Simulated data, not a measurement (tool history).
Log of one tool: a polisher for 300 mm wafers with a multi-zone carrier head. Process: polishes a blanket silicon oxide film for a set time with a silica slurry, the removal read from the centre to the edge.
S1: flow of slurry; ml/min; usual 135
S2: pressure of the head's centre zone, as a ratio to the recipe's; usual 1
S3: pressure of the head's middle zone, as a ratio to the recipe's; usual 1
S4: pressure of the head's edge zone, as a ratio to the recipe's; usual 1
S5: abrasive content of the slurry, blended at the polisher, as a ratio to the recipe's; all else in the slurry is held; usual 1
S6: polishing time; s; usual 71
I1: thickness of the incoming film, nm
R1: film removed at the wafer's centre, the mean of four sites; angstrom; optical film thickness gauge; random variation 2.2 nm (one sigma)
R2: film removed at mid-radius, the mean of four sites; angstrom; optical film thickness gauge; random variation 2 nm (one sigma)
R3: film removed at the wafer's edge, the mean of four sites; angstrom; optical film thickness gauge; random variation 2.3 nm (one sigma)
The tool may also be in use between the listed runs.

run 1 hour=0 | S1=115 S2=1 S3=1 S4=1 S5=1 S6=63 | I1=1335.8 | R1=1596 R2=1883 R3=1924
-- hour=14.1 slurry nozzle cleaned
run 2 hour=37.1 | S1=135 S2=1 S3=1 S4=1 S5=1.1 S6=71 | I1=1377.9 | R1=2165 R2=2511 R3=2422
run 3 hour=122.8 | S1=135 S2=1 S3=1 S4=1 S5=1 S6=63 | I1=1362.2 | R1=1777 R2=2087 R3=2055
-- hour=175.3 centre zone pressure recalibrated
run 4 hour=200.3 | S1=145 S2=1 S3=1 S4=1 S5=1 S6=71 | I1=1349.3 | R1=2199 R2=2369 R3=2325
run 5 hour=237.5 | S1=135 S2=1 S3=1 S4=0.89 S5=1.2 S6=71 | I1=1357.2 | R1=2373 R2=2563 R3=2416
run 6 hour=308.6 | S1=135 S2=0.91 S3=1.05 S4=1 S5=1 S6=71 | I1=1371.5 | R1=1946 R2=2343 R3=2294
-- hour=334.9 worn pad replaced by a new one
run 7 hour=348.3 | S1=165 S2=1 S3=1 S4=1 S5=1.3 S6=71 | I1=1375.5 | R1=2454 R2=2738 R3=2720
run 8 hour=406.2 | S1=120 S2=1 S3=1 S4=1 S5=1.15 S6=71 | I1=1356.3 | R1=2200 R2=2419 R3=2428
run 9 hour=514 | S1=135 S2=1 S3=1 S4=1 S5=1 S6=71 | I1=1357.9 | R1=2007 R2=2208 R3=2209
run 10 hour=600 | S1=135 S2=1 S3=1 S4=1 S5=1 S6=71 | I1=1357.4 | R1=1940 R2=2134 R3=2204
-- hour=657 edge zone pressure recalibrated
-- hour=696.6 slurry nozzle cleaned
run 11 hour=707.7 | S1=135 S2=1 S3=1 S4=1 S5=1 S6=71 | I1=1344.7 | R1=2110 R2=2352 R3=2342
run 12 hour=785.9 | S1=135 S2=1 S3=1 S4=1 S5=0.75 S6=71 | I1=1357.6 | R1=1744 R2=1936 R3=1912
run 13 hour=875.3 | S1=120 S2=1 S3=1 S4=1.07 S5=1.2 S6=71 | I1=1353.7 | R1=2184 R2=2521 R3=2607
-- hour=947.3 carrier head's membrane replaced by a new one
-- hour=955 worn pad replaced by a new one
run 14 hour=962.8 | S1=135 S2=0.88 S3=1 S4=1 S5=1 S6=57 | I1=1353.9 | R1=1434 R2=1847 R3=1838
run 15 hour=1009.8 | S1=165 S2=1.08 S3=1 S4=0.97 S5=1 S6=46 | I1=1333.9 | R1=1486 R2=1554 R3=1479
run 16 hour=1091.5 | S1=105 S2=1 S3=0.89 S4=1 S5=0.75 S6=71 | I1=1346.3 | R1=1585 R2=1658 R3=1846
run 17 hour=1165.8 | S1=160 S2=1 S3=1 S4=1 S5=1 S6=71 | I1=1352.8 | R1=2009 R2=2311 R3=2310
run 18 hour=1240.9 | S1=135 S2=1.04 S3=0.91 S4=1 S5=1.25 S6=48 | I1=1349.7 | R1=1526 R2=1594 R3=1682
-- hour=1301.8 slurry nozzle cleaned
run 19 hour=1331.3 | S1=175 S2=1 S3=1 S4=1 S5=1 S6=91 | I1=1339.2 | R1=2690 R2=3110 R3=3003
-- hour=1341.9 edge zone pressure recalibrated
run 20 hour=1553.5 | S1=135 S2=1 S3=1 S4=1 S5=1 S6=71 | I1=1353.8 | R1=2037 R2=2321 R3=2293
-- hour=1590.4 worn pad replaced by a new one
-- hour=1646.9 centre zone pressure recalibrated
run 21 hour=1711.2 | S1=135 S2=1 S3=1 S4=1 S5=1 S6=71 | I1=1367.5 | R1=2116 R2=2268 R3=2299

4 ways to go on from here, each from the tool as it stands after run 21. What would each give?
run A hour=1711.6 | S1=100 S2=1 S3=1 S4=1 S5=1 S6=71 | I1=1362.3 | R1=? R2=? R3=?
run B hour=1711.6 | S1=135 S2=1 S3=1 S4=0.96 S5=1 S6=71 | I1=1362.3 | R1=? R2=? R3=?
run C hour=1711.6 | S1=105 S2=1.09 S3=1 S4=1 S5=1 S6=71 | I1=1362.3 | R1=? R2=? R3=?
run D hour=1711.6 | S1=110 S2=1 S3=1 S4=0.93 S5=1 S6=85 | I1=1362.3 | R1=? R2=? R3=?

run=A R1=1963 R2=2165 R3=2173
run=B R1=2084 R2=2280 R3=2208
run=C R1=2163 R2=2183 R3=2186
run=D R1=2396 R2=2636 R3=2542
Without the tool's hidden state the same runs would have given:
run=A R1=2089 R2=2266 R3=2242
run=B R1=2197 R2=2368 R3=2267
run=C R1=2298 R2=2282 R3=2253
run=D R1=2542 R2=2752 R3=2619
